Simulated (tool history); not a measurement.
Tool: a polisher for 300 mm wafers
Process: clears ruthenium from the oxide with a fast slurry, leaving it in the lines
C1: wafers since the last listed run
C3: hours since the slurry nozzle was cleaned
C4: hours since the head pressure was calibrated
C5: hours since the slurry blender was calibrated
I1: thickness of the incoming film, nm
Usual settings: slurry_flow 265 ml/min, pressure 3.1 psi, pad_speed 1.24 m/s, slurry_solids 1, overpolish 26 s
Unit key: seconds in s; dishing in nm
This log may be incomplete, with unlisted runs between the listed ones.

Run 1, hour 0: usual settings but overpolish 33 s; C1 0; wafers polished on this pad 624; C3 161; C4 375.3; C5 36.5; I1 220.8. Result: seconds 47.5 s, dishing 98 nm.
Run 2, hour 38: usual settings but overpolish 33 s; C1 334; wafers polished on this pad 958; C3 199; C4 413.3; C5 74.5; I1 220.6. Result: seconds 48.2 s, dishing 91.9 nm.
Run 3, hour 69.7: usual settings; C1 278; wafers polished on this pad 1237; C3 230.7; C4 445; C5 106.2; I1 221.4. Result: seconds 48 s, dishing 81.7 nm.
Run 4, hour 132.1: usual settings but slurry_flow 235 ml/min; C1 548; wafers polished on this pad 1785; C3 293.1; C4 507.4; C5 168.6; I1 220.1. Result: seconds 47.3 s, dishing 78.5 nm.
Run 5, hour 174.6: usual settings but slurry_flow 235 ml/min; C1 373; wafers polished on this pad 2159; C3 335.6; C4 549.9; C5 211.1; I1 217.7. Result: seconds 48.8 s, dishing 77.5 nm.
At hour 223.5: worn pad replaced by a new one.
At hour 230.4: head pressure recalibrated.
At hour 252: slurry nozzle cleaned.
Run 6, hour 281.8: usual settings but slurry_solids 0.85; C1 881; wafers polished on this pad 486; C3 29.8; C4 51.4; C5 318.3; I1 222.1. Result: seconds 50.5 s, dishing 78.7 nm.
At hour 293.5: slurry blender recalibrated.
Run 7, hour 330.8: usual settings but slurry_flow 310 ml/min, pad_speed 1.46 m/s; C1 413; wafers polished on this pad 899; C3 78.8; C4 100.4; C5 37.3; I1 219.3. Result: seconds 39.4 s, dishing 91.5 nm.
Run 8, hour 390.2: usual settings but slurry_flow 310 ml/min, pad_speed 1.46 m/s; C1 522; wafers polished on this pad 1422; C3 138.2; C4 159.8; C5 96.7; I1 219.5. Result: seconds 40.1 s, dishing 93.7 nm.
Run 9, hour 442.1: usual settings; C1 456; wafers polished on this pad 1878; C3 190.1; C4 211.7; C5 148.6; I1 217.1. Result: seconds 47.2 s, dishing 82.3 nm.
Run 10, hour 490.6: usual settings; C1 426; wafers polished on this pad 2304; C3 238.6; C4 260.2; C5 197.1; I1 221.3. Result: seconds 46.7 s, dishing 81.7 nm.
At hour 541.3: worn pad replaced by a new one.
Run 11, hour 557.7: usual settings; C1 554; wafers polished on this pad 144; C3 305.7; C4 327.3; C5 264.2; I1 217. Result: seconds 47.6 s, dishing 77.5 nm.
Run 12, hour 594.3: usual settings; C1 321; wafers polished on this pad 465; C3 342.3; C4 363.9; C5 300.8; I1 220.1. Result: seconds 48.7 s, dishing 79 nm.
At hour 634.8: slurry blender recalibrated.
Run 13, hour 648.9: usual settings; C1 462; wafers polished on this pad 928; C3 396.9; C4 418.5; C5 14.1; I1 220.3. Result: seconds 48.8 s, dishing 77.9 nm.
At hour 708.7: slurry nozzle cleaned.
Run 14, hour 716.6: usual settings; C1 586; wafers polished on this pad 1514; C3 7.9; C4 486.2; C5 81.8; I1 220.8. Result: seconds 46.7 s, dishing 79.6 nm.
Run 15, hour 762.4: usual settings but overpolish 33 s; C1 402; wafers polished on this pad 1917; C3 53.7; C4 532; C5 127.6; I1 216.5. Result: seconds 45.1 s, dishing 92.8 nm.
Run 16, hour 820: usual settings but slurry_flow 300 ml/min, pressure 3.5 psi, overpolish 12 s; C1 506; wafers polished on this pad 2424; C3 111.3; C4 589.6; C5 185.2; I1 216.8. Result: seconds 40.3 s, dishing 48.9 nm.
Run 17, hour 870.8: usual settings but pad_speed 0.94 m/s; C1 446; wafers polished on this pad 2870; C3 162.1; C4 640.4; C5 236; I1 223.9. Result: seconds 62.2 s, dishing 66.1 nm.
At hour 878.4: worn pad replaced by a new one.
At hour 895.1: slurry blender recalibrated.
Run 18, hour 900.3: usual settings but slurry_solids 0.75, overpolish 12 s; C1 206; wafers polished on this pad 175; C3 191.6; C4 669.9; C5 5.2; I1 223.1. Result: seconds 53.3 s, dishing 39.1 nm.
At hour 943.3: head pressure recalibrated.
Run 19, hour 964.6: usual settings; C1 547; wafers polished on this pad 722; C3 255.9; C4 21.3; C5 69.5; I1 216.9. Result: seconds 47.1 s, dishing 79.2 nm.
Run 20, hour 1034.2: usual settings; C1 611; wafers polished on this pad 1334; C3 325.5; C4 90.9; C5 139.1; I1 219.3. Result: seconds 46.7 s, dishing 81.8 nm.
Run 21, hour 1104.7: usual settings but slurry_flow 220 ml/min, slurry_solids 1.25; C1 619; wafers polished on this pad 1954; C3 396; C4 161.4; C5 209.6; I1 219.7. Result: seconds 45.5 s, dishing 82.2 nm.
At hour 1152: worn pad replaced by a new one.
Run 22, hour 1152.5: usual settings but overpolish 13 s; C1 385; wafers polished on this pad 4; C3 443.8; C4 209.2; C5 257.4; I1 222.9. Result: seconds 49.7 s, dishing 45.4 nm.
At hour 1196.8: slurry blender recalibrated.
Run 23, hour 1204: usual settings but slurry_flow 340 ml/min, pressure 2.6 psi, pad_speed 1.62 m/s, overpolish 31 s; C1 435; wafers polished on this pad 439; C3 495.3; C4 260.7; C5 7.2; I1 215.9. Result: seconds 43.1 s, dishing 97.6 nm.
At hour 1224.1: slurry nozzle cleaned.
Run 24, hour 1272.3: usual settings; C1 591; wafers polished on this pad 1031; C3 48.2; C4 329; C5 75.5; I1 218.9. Result: seconds 46.6 s, dishing 81.2 nm.
Run 25, hour 1300.5: usual settings; C1 247; wafers polished on this pad 1279; C3 76.4; C4 357.2; C5 103.7; I1 218.8. Result: seconds 47 s, dishing 81.1 nm.
Run 26, hour 1331.9: usual settings but slurry_flow 320 ml/min, slurry_solids 0.9; C1 276; wafers polished on this pad 1555; C3 107.8; C4 388.6; C5 135.1; I1 220.9. Result: seconds 47.7 s, dishing 77 nm.
Run 27, hour 1360.2: usual settings but slurry_flow 185 ml/min, slurry_solids 1.2; C1 248; wafers polished on this pad 1804; C3 136.1; C4 416.9; C5 163.4; I1 217.7. Result: seconds 46.2 s, dishing 79.8 nm.
Run 28, hour 1418.4: usual settings but pressure 3.5 psi, overpolish 38 s; C1 511; wafers polished on this pad 2316; C3 194.3; C4 475.1; C5 221.6; I1 220.6. Result: seconds 42.5 s, dishing 105.5 nm.
Run 29, hour 1445.5: usual settings but slurry_flow 300 ml/min, pressure 3.7 psi, overpolish 12 s; C1 238; wafers polished on this pad 2554; C3 221.4; C4 502.2; C5 248.7; I1 216.4. Result: seconds 39 s, dishing 49 nm.

Below are 3 alternative next runs, each starting from the tool's condition after run 29. Predict each:
Run A, hour 1445.9: usual settings; C1 3; wafers polished on this pad 2557; C3 221.8; C4 502.6; C5 249.1; I1 220.9. Result: seconds ?, dishing ?.
Run B, hour 1445.9: usual settings but pressure 4.2 psi, pad_speed 1.5 m/s, slurry_solids 0.75, overpolish 30 s; C1 3; wafers polished on this pad 2557; C3 221.8; C4 502.6; C5 249.1; I1 220.9. Result: seconds ?, dishing ?.
Run C, hour 1445.9: usual settings but overpolish 35 s; C1 3; wafers polished on this pad 2557; C3 221.8; C4 502.6; C5 249.1; I1 220.9. Result: seconds ?, dishing ?.

run  seconds  dishing
  A     48.2       80
  B     32.7    111.5
  C     48.2     97.4
The same runs, with their run-to-run variation unchanged, on a tool lacking any hidden condition would have given:
run  seconds  dishing
  A     47.6     80.8
  B     32.3    112.3
  C     47.6     98.2

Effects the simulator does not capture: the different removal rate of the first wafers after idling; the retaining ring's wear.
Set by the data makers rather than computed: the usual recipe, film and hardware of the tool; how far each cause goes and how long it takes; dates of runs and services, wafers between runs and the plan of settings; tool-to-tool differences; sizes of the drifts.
